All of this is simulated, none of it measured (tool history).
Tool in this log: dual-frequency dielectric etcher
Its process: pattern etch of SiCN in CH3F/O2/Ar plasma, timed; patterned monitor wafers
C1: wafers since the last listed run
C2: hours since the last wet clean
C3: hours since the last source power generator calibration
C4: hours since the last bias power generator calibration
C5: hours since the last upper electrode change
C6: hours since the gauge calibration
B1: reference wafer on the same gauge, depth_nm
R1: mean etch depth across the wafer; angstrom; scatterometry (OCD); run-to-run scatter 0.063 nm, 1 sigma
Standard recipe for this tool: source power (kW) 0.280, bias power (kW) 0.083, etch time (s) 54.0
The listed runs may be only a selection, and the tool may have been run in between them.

Run 1, day 0.000: usual settings but etch time (s) 44.0; C1 0; C2 189.3; C3 4439.7; C4 4892.0; C5 2096.4; C6 516.8; B1 18.71. Result: R1 150.9 angstrom.
Run 2, day 1.283: usual settings but etch time (s) 44.0; C1 423; C2 220.1; C3 4470.5; C4 4922.8; C5 2127.2; C6 547.6; B1 18.73. Result: R1 149.9 angstrom.
At day 1.833: source power generator calibrated.
At day 3.879: upper electrode replaced, of another model than before.
Run 3, day 4.250: usual settings; C1 593; C2 291.3; C3 58.0; C4 4994.0; C5 8.9; C6 618.8; B1 18.71. Result: R1 184.8 angstrom.
At day 5.271: gauge calibrated.
Run 4, day 5.633: usual settings; C1 456; C2 324.5; C3 91.2; C4 5027.2; C5 42.1; C6 8.7; B1 18.69. Result: R1 184.8 angstrom.
Run 5, day 6.142: usual settings; C1 167; C2 336.7; C3 103.4; C4 5039.4; C5 54.3; C6 20.9; B1 18.71. Result: R1 184.9 angstrom.
Run 6, day 6.688: usual settings but bias power (kW) 0.097; C1 180; C2 349.8; C3 116.5; C4 5052.5; C5 67.4; C6 34.0; B1 18.70. Result: R1 190.3 angstrom.
Run 7, day 7.650: usual settings but bias power (kW) 0.097; C1 317; C2 372.9; C3 139.6; C4 5075.6; C5 90.5; C6 57.1; B1 18.70. Result: R1 189.9 angstrom.
Run 8, day 8.750: usual settings but etch time (s) 42.0; C1 362; C2 399.3; C3 166.0; C4 5102.0; C5 116.9; C6 83.5; B1 18.70. Result: R1 144.3 angstrom.
At day 10.175: bias power generator calibrated.
Run 9, day 10.196: usual settings but etch time (s) 42.0; C1 422; C2 434.0; C3 200.7; C4 0.5; C5 151.6; C6 118.2; B1 18.73. Result: R1 144.3 angstrom.
Run 10, day 10.888: usual settings but source power (kW) 0.300, bias power (kW) 0.072; C1 228; C2 450.6; C3 217.3; C4 17.1; C5 168.2; C6 134.8; B1 18.70. Result: R1 189.5 angstrom.
Run 11, day 12.062: usual settings but source power (kW) 0.220, bias power (kW) 0.073, etch time (s) 65.5; C1 387; C2 478.8; C3 245.5; C4 45.3; C5 196.4; C6 163.0; B1 18.70. Result: R1 173.7 angstrom.
Run 12, day 12.829: usual settings; C1 252; C2 497.2; C3 263.9; C4 63.7; C5 214.8; C6 181.4; B1 18.70. Result: R1 185.8 angstrom.
Run 13, day 13.667: usual settings but source power (kW) 0.310, bias power (kW) 0.095, etch time (s) 41.5; C1 276; C2 517.3; C3 284.0; C4 83.8; C5 234.9; C6 201.5; B1 18.68. Result: R1 157.8 angstrom.
Run 14, day 14.762: usual settings; C1 361; C2 543.6; C3 310.3; C4 110.1; C5 261.2; C6 227.8; B1 18.72. Result: R1 184.6 angstrom.
Run 15, day 15.500: usual settings but etch time (s) 47.5; C1 243; C2 561.3; C3 328.0; C4 127.8; C5 278.9; C6 245.5; B1 18.70. Result: R1 163.1 angstrom.
Run 16, day 16.200: usual settings but source power (kW) 0.250, bias power (kW) 0.074, etch time (s) 48.0; C1 230; C2 578.1; C3 344.8; C4 144.6; C5 295.7; C6 262.3; B1 18.70. Result: R1 146.2 angstrom.
Run 17, day 17.254: usual settings but source power (kW) 0.220, bias power (kW) 0.077, etch time (s) 67.5; C1 347; C2 603.4; C3 370.1; C4 169.9; C5 321.0; C6 287.6; B1 18.68. Result: R1 181.4 angstrom.
Run 18, day 18.575: usual settings but source power (kW) 0.260, bias power (kW) 0.064, etch time (s) 39.0; C1 435; C2 635.1; C3 401.8; C4 201.6; C5 352.7; C6 319.3; B1 18.70. Result: R1 120.9 angstrom.
Run 19, day 19.642: usual settings but bias power (kW) 0.096; C1 351; C2 660.7; C3 427.4; C4 227.2; C5 378.3; C6 344.9; B1 18.69. Result: R1 191.6 angstrom.
At day 22.217: wet clean of the chamber.
Run 20, day 22.279: usual settings; C1 540; C2 1.5; C3 490.7; C4 290.5; C5 441.6; C6 408.2; B1 18.71. Result: R1 183.0 angstrom.
Run 21, day 23.208: usual settings but bias power (kW) 0.098; C1 306; C2 23.8; C3 513.0; C4 312.8; C5 463.9; C6 430.5; B1 18.71. Result: R1 188.1 angstrom.
Run 22, day 24.471: usual settings but etch time (s) 42.5; C1 416; C2 54.1; C3 543.3; C4 343.1; C5 494.2; C6 460.8; B1 18.70. Result: R1 144.4 angstrom.
Run 23, day 25.733: usual settings but bias power (kW) 0.100, etch time (s) 46.5; C1 416; C2 84.4; C3 573.6; C4 373.4; C5 524.5; C6 491.1; B1 18.71. Result: R1 164.2 angstrom.
Run 24, day 26.254: usual settings but etch time (s) 42.0; C1 171; C2 96.9; C3 586.1; C4 385.9; C5 537.0; C6 503.6; B1 18.70. Result: R1 141.8 angstrom.
Run 25, day 27.062: usual settings but source power (kW) 0.260, bias power (kW) 0.077; C1 266; C2 116.3; C3 605.5; C4 405.3; C5 556.4; C6 523.0; B1 18.70. Result: R1 169.9 angstrom.
Run 26, day 28.204: usual settings but bias power (kW) 0.091; C1 376; C2 143.7; C3 632.9; C4 432.7; C5 583.8; C6 550.4; B1 18.71. Result: R1 186.6 angstrom.
Run 27, day 28.908: usual settings but source power (kW) 0.340, bias power (kW) 0.077, etch time (s) 50.0; C1 232; C2 160.6; C3 649.8; C4 449.6; C5 600.7; C6 567.3; B1 18.69. Result: R1 193.1 angstrom.
Run 28, day 31.042: usual settings but bias power (kW) 0.100, etch time (s) 46.5; C1 703; C2 211.8; C3 701.0; C4 500.8; C5 651.9; C6 618.5; B1 18.71. Result: R1 164.5 angstrom.
Run 29, day 32.062: usual settings but etch time (s) 41.5; C1 336; C2 236.3; C3 725.5; C4 525.3; C5 676.4; C6 643.0; B1 18.71. Result: R1 141.2 angstrom.
Run 30, day 33.067: usual settings but bias power (kW) 0.068, etch time (s) 68.0; C1 331; C2 260.4; C3 749.6; C4 549.4; C5 700.5; C6 667.1; B1 18.71. Result: R1 223.4 angstrom.

Here are 4 independent what-if runs from the current tool condition. What would each one return?
Run A, day 33.083: usual settings but etch time (s) 47.0; C1 5; C2 260.8; C3 750.0; C4 549.8; C5 700.9; C6 667.5; B1 ?. Result: R1 ?.
Run B, day 33.083: usual settings but bias power (kW) 0.101; C1 5; C2 260.8; C3 750.0; C4 549.8; C5 700.9; C6 667.5; B1 ?. Result: R1 ?.
Run C, day 33.083: usual settings but source power (kW) 0.220; C1 5; C2 260.8; C3 750.0; C4 549.8; C5 700.9; C6 667.5; B1 ?. Result: R1 ?.
Run D, day 33.083: usual settings but source power (kW) 0.310, bias power (kW) 0.073; C1 5; C2 260.8; C3 750.0; C4 549.8; C5 700.9; C6 667.5; B1 ?. Result: R1 ?.

run     B1     R1
  A  18.71  160.5
  B  18.71  192.0
  C  18.71  146.2
  D  18.71  194.4
Had the tool no hidden state, the same runs would have come out as:
run     R1
  A  158.9
  B  190.1
  C  144.8
  D  192.5
